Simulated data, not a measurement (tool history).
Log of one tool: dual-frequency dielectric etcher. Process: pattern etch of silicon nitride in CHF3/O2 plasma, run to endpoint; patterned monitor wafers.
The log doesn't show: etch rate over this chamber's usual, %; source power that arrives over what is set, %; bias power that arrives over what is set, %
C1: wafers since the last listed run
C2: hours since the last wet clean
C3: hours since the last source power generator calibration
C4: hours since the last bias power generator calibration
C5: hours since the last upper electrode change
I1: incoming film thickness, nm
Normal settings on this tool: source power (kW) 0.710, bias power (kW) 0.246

run 1 hour=0.0 | source_power_(kW)=0.800 bias_power_(kW)=0.246 | C1=0 C2=173.0 C3=2762.2 C4=3243.8 C5=1625.9 | I1=105.7 | endpoint_time_(s)=57.6
run 2 hour=24.4 | source_power_(kW)=0.670 bias_power_(kW)=0.232 | C1=262 C2=197.4 C3=2786.6 C4=3268.2 C5=1650.3 | I1=104.4 | endpoint_time_(s)=62.2
run 3 hour=48.4 | source_power_(kW)=0.710 bias_power_(kW)=0.211 | C1=258 C2=221.4 C3=2810.6 C4=3292.2 C5=1674.3 | I1=105.1 | endpoint_time_(s)=62.8
run 4 hour=81.7 | source_power_(kW)=0.710 bias_power_(kW)=0.246 | C1=358 C2=254.7 C3=2843.9 C4=3325.5 C5=1707.6 | I1=104.7 | endpoint_time_(s)=59.6
run 5 hour=97.6 | source_power_(kW)=0.710 bias_power_(kW)=0.246 | C1=170 C2=270.6 C3=2859.8 C4=3341.4 C5=1723.5 | I1=104.3 | endpoint_time_(s)=58.6
run 6 hour=114.4 | source_power_(kW)=0.790 bias_power_(kW)=0.246 | C1=180 C2=287.4 C3=2876.6 C4=3358.2 C5=1740.3 | I1=104.5 | endpoint_time_(s)=57.1
-- hour=178.1 bias power generator calibrated
run 7 hour=188.8 | source_power_(kW)=0.790 bias_power_(kW)=0.246 | C1=756 C2=361.8 C3=2951.0 C4=10.7 C5=1814.7 | I1=104.7 | endpoint_time_(s)=55.9
-- hour=247.1 upper electrode replaced
run 8 hour=247.6 | source_power_(kW)=0.790 bias_power_(kW)=0.246 | C1=374 C2=420.6 C3=3009.8 C4=69.5 C5=0.5 | I1=105.0 | endpoint_time_(s)=56.2
run 9 hour=254.3 | source_power_(kW)=0.710 bias_power_(kW)=0.246 | C1=72 C2=427.3 C3=3016.5 C4=76.2 C5=7.2 | I1=104.2 | endpoint_time_(s)=58.3
-- hour=288.8 wet clean of the chamber
run 10 hour=289.3 | source_power_(kW)=0.710 bias_power_(kW)=0.246 | C1=118 C2=0.5 C3=3051.5 C4=111.2 C5=42.2 | I1=103.7 | endpoint_time_(s)=60.7
run 11 hour=298.4 | source_power_(kW)=0.710 bias_power_(kW)=0.246 | C1=97 C2=9.6 C3=3060.6 C4=120.3 C5=51.3 | I1=103.4 | endpoint_time_(s)=59.4
run 12 hour=322.4 | source_power_(kW)=0.870 bias_power_(kW)=0.302 | C1=258 C2=33.6 C3=3084.6 C4=144.3 C5=75.3 | I1=104.6 | endpoint_time_(s)=52.3
run 13 hour=358.2 | source_power_(kW)=0.710 bias_power_(kW)=0.212 | C1=384 C2=69.4 C3=3120.4 C4=180.1 C5=111.1 | I1=103.7 | endpoint_time_(s)=62.8
run 14 hour=381.8 | source_power_(kW)=0.670 bias_power_(kW)=0.232 | C1=253 C2=93.0 C3=3144.0 C4=203.7 C5=134.7 | I1=105.5 | endpoint_time_(s)=63.0
run 15 hour=410.0 | source_power_(kW)=0.770 bias_power_(kW)=0.289 | C1=303 C2=121.2 C3=3172.2 C4=231.9 C5=162.9 | I1=104.5 | endpoint_time_(s)=55.0
-- hour=416.9 source power generator calibrated
run 16 hour=441.0 | source_power_(kW)=0.710 bias_power_(kW)=0.246 | C1=290 C2=152.2 C3=24.1 C4=262.9 C5=193.9 | I1=104.5 | endpoint_time_(s)=59.9

Run 17 comes next. What will it give?
run 17 hour=455.0 | source_power_(kW)=0.580 bias_power_(kW)=0.246 | C1=150 C2=166.2 C3=38.1 C4=276.9 C5=207.9 | I1=105.5 | endpoint_time_(s)=?

endpoint time (s): 65.3
Minus the tool's unlogged condition, the same run would have read endpoint time (s) 65.8.
